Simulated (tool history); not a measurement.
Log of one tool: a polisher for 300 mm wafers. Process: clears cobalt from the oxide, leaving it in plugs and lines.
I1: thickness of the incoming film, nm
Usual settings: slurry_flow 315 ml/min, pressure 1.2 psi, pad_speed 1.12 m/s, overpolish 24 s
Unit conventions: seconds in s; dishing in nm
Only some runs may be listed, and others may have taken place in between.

run 1 hour=0 | slurry_flow=395 pressure=1.2 pad_speed=1.12 overpolish=24 | I1=362.7 | seconds=99.3 dishing=42.4
run 2 hour=14.2 | slurry_flow=315 pressure=1.2 pad_speed=1.12 overpolish=24 | I1=373.9 | seconds=98.7 dishing=44.3
run 3 hour=36.2 | slurry_flow=315 pressure=1.2 pad_speed=1.12 overpolish=24 | I1=371.5 | seconds=97.6 dishing=41.8
run 4 hour=51 | slurry_flow=315 pressure=1.2 pad_speed=1.12 overpolish=24 | I1=368.9 | seconds=98 dishing=41.5
run 5 hour=63.2 | slurry_flow=315 pressure=1.2 pad_speed=1.12 overpolish=24 | I1=367.7 | seconds=94.4 dishing=43.5
-- hour=66.4 head pressure recalibrated
run 6 hour=90.3 | slurry_flow=315 pressure=1.5 pad_speed=1.12 overpolish=17 | I1=372.9 | seconds=87.8 dishing=38.5
run 7 hour=117.4 | slurry_flow=315 pressure=1.5 pad_speed=1.12 overpolish=17 | I1=373.6 | seconds=86.9 dishing=39
run 8 hour=153.3 | slurry_flow=315 pressure=1.1 pad_speed=1.42 overpolish=24 | I1=368.4 | seconds=97.5 dishing=43.2
-- hour=160.3 slurry nozzle cleaned
run 9 hour=183 | slurry_flow=315 pressure=1.2 pad_speed=1.12 overpolish=24 | I1=375 | seconds=109 dishing=42.4
run 10 hour=211.6 | slurry_flow=315 pressure=1.2 pad_speed=1.12 overpolish=24 | I1=367.3 | seconds=106.3 dishing=42.2
run 11 hour=230.8 | slurry_flow=315 pressure=1.2 pad_speed=1.12 overpolish=24 | I1=366.6 | seconds=107.5 dishing=42.7
run 12 hour=250.3 | slurry_flow=290 pressure=1.2 pad_speed=1.12 overpolish=24 | I1=366.7 | seconds=103.7 dishing=41.6
-- hour=259.1 worn pad replaced by a new one
run 13 hour=267.2 | slurry_flow=315 pressure=0.8 pad_speed=1.12 overpolish=15 | I1=374.4 | seconds=162.7 dishing=25.5
run 14 hour=288.9 | slurry_flow=255 pressure=1.3 pad_speed=1.12 overpolish=29 | I1=369.5 | seconds=96.1 dishing=46.9
run 15 hour=375.4 | slurry_flow=230 pressure=1.1 pad_speed=1.12 overpolish=18 | I1=368.5 | seconds=112.5 dishing=35.7
run 16 hour=399.2 | slurry_flow=315 pressure=1.2 pad_speed=1.12 overpolish=24 | I1=373.5 | seconds=100.6 dishing=42.2
run 17 hour=412 | slurry_flow=315 pressure=1.2 pad_speed=1.12 overpolish=24 | I1=373.5 | seconds=99.6 dishing=42.3
run 18 hour=437.3 | slurry_flow=315 pressure=1.2 pad_speed=1.12 overpolish=14 | I1=372.7 | seconds=100 dishing=33.3
-- hour=444.3 head pressure recalibrated
run 19 hour=458.5 | slurry_flow=420 pressure=1.2 pad_speed=1.46 overpolish=19 | I1=367.5 | seconds=84.5 dishing=41.6
run 20 hour=471 | slurry_flow=315 pressure=1.2 pad_speed=1.12 overpolish=24 | I1=369.5 | seconds=106.4 dishing=40.8
-- hour=476.2 slurry nozzle cleaned
run 21 hour=489.8 | slurry_flow=360 pressure=1.2 pad_speed=1.12 overpolish=24 | I1=371.1 | seconds=107.3 dishing=40.9
run 22 hour=510.7 | slurry_flow=215 pressure=0.9 pad_speed=1.44 overpolish=24 | I1=374.3 | seconds=121.5 dishing=40.1
run 23 hour=582.5 | slurry_flow=405 pressure=1 pad_speed=1.12 overpolish=32 | I1=375.4 | seconds=127.4 dishing=43.7
-- hour=589.4 worn pad replaced by a new one
run 24 hour=600.9 | slurry_flow=315 pressure=1.2 pad_speed=1.12 overpolish=24 | I1=369.6 | seconds=105 dishing=41
run 25 hour=616.7 | slurry_flow=355 pressure=1.2 pad_speed=1.12 overpolish=24 | I1=364.7 | seconds=104.9 dishing=43
run 26 hour=633.3 | slurry_flow=315 pressure=1.2 pad_speed=1.12 overpolish=24 | I1=368.5 | seconds=102.8 dishing=42
run 27 hour=656.6 | slurry_flow=285 pressure=1.2 pad_speed=0.8 overpolish=24 | I1=369 | seconds=137.3 dishing=36.6
run 28 hour=681.3 | slurry_flow=315 pressure=1.2 pad_speed=0.96 overpolish=19 | I1=372.2 | seconds=120.4 dishing=35.5
run 29 hour=714.3 | slurry_flow=315 pressure=1.2 pad_speed=1.12 overpolish=24 | I1=371.8 | seconds=99.3 dishing=42.7
run 30 hour=748.7 | slurry_flow=255 pressure=1.4 pad_speed=1.36 overpolish=38 | I1=363.6 | seconds=73.3 dishing=51.5
-- hour=754.1 head pressure recalibrated
run 31 hour=766.9 | slurry_flow=315 pressure=1.5 pad_speed=0.98 overpolish=24 | I1=369.8 | seconds=94.3 dishing=43.9
run 32 hour=785.4 | slurry_flow=315 pressure=1.4 pad_speed=1.12 overpolish=24 | I1=370.8 | seconds=91.6 dishing=44.6
-- hour=847.2 slurry nozzle cleaned
run 33 hour=847.7 | slurry_flow=315 pressure=1.2 pad_speed=1.12 overpolish=24 | I1=370.3 | seconds=109.7 dishing=40.8

Predict each of these 5 candidate next runs independently; none follows another, all start after run 33:
run A hour=848.2 | slurry_flow=315 pressure=1.2 pad_speed=0.86 overpolish=24 | I1=370 | seconds=? dishing=?
run B hour=848.2 | slurry_flow=315 pressure=1.5 pad_speed=1.12 overpolish=20 | I1=370 | seconds=? dishing=?
run C hour=848.2 | slurry_flow=315 pressure=1.2 pad_speed=1.12 overpolish=11 | I1=370 | seconds=? dishing=?
run D hour=848.2 | slurry_flow=405 pressure=1.2 pad_speed=1.12 overpolish=24 | I1=370 | seconds=? dishing=?
run E hour=848.2 | slurry_flow=395 pressure=1 pad_speed=0.78 overpolish=19 | I1=370 | seconds=? dishing=?

run=A seconds=127.5 dishing=37
run=B seconds=83.1 dishing=41
run=C seconds=103.8 dishing=26.4
run=D seconds=102 dishing=40.8
run=E seconds=161.9 dishing=28.3
What these runs would have given with no unlogged condition in the tool:
run=A seconds=127.6 dishing=37
run=B seconds=83.1 dishing=41
run=C seconds=103.9 dishing=26.3
run=D seconds=102.1 dishing=40.8
run=E seconds=162 dishing=28.3
